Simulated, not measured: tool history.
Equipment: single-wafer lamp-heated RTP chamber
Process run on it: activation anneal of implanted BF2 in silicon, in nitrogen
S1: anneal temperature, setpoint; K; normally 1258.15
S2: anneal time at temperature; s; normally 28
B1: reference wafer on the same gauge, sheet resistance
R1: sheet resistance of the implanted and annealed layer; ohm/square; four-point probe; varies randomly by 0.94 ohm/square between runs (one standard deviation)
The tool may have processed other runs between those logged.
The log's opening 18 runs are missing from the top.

run 19 day=41.142 | S1=1272.15 S2=28 | B1=727.73 | R1=619.86
run 20 day=44.104 | S1=1240.15 S2=38 | B1=728.17 | R1=631.35
run 21 day=46.000 | S1=1258.15 S2=12 | B1=728.00 | R1=628.80
run 22 day=48.083 | S1=1258.15 S2=28 | B1=728.07 | R1=624.21
run 23 day=50.662 | S1=1258.15 S2=28 | B1=728.23 | R1=625.18
-- day=51.296 gauge calibrated
run 24 day=53.325 | S1=1258.15 S2=45 | B1=727.86 | R1=620.27
-- day=54.425 reflector plate cleaned
run 25 day=57.346 | S1=1258.15 S2=40 | B1=728.36 | R1=620.28
-- day=59.421 pyrometer window cleaned and pyrometer calibrated
run 26 day=60.167 | S1=1258.15 S2=28 | B1=727.76 | R1=626.50
run 27 day=62.150 | S1=1258.15 S2=43 | B1=727.49 | R1=620.81
run 28 day=65.083 | S1=1258.15 S2=28 | B1=728.10 | R1=624.00
run 29 day=66.238 | S1=1271.15 S2=40 | B1=728.04 | R1=619.68
-- day=71.558 reflector plate cleaned
run 30 day=71.579 | S1=1258.15 S2=28 | B1=728.15 | R1=623.41
run 31 day=72.804 | S1=1258.15 S2=35 | B1=727.95 | R1=621.92
run 32 day=74.346 | S1=1232.15 S2=28 | B1=728.44 | R1=638.17
run 33 day=76.579 | S1=1266.15 S2=43 | B1=728.11 | R1=617.52
run 34 day=78.200 | S1=1229.15 S2=21 | B1=728.00 | R1=640.17
run 35 day=81.183 | S1=1258.15 S2=28 | B1=728.09 | R1=621.89
run 36 day=82.767 | S1=1268.15 S2=13 | B1=728.40 | R1=624.64
-- day=84.667 pyrometer window cleaned and pyrometer calibrated
run 37 day=85.154 | S1=1287.15 S2=42 | B1=728.24 | R1=613.55

Branching from run 37: 3 alternative next runs. What would each branch give?
run A day=85.171 | S1=1241.15 S2=28 | B1=? | R1=?
run B day=85.171 | S1=1249.15 S2=28 | B1=? | R1=?
run C day=85.171 | S1=1258.15 S2=20 | B1=? | R1=?

run=A B1=727.87 R1=634.67
run=B B1=727.87 R1=629.18
run=C B1=727.87 R1=627.76
What these runs would have given with no unlogged condition in the tool:
run=A R1=634.82
run=B R1=629.28
run=C R1=627.82

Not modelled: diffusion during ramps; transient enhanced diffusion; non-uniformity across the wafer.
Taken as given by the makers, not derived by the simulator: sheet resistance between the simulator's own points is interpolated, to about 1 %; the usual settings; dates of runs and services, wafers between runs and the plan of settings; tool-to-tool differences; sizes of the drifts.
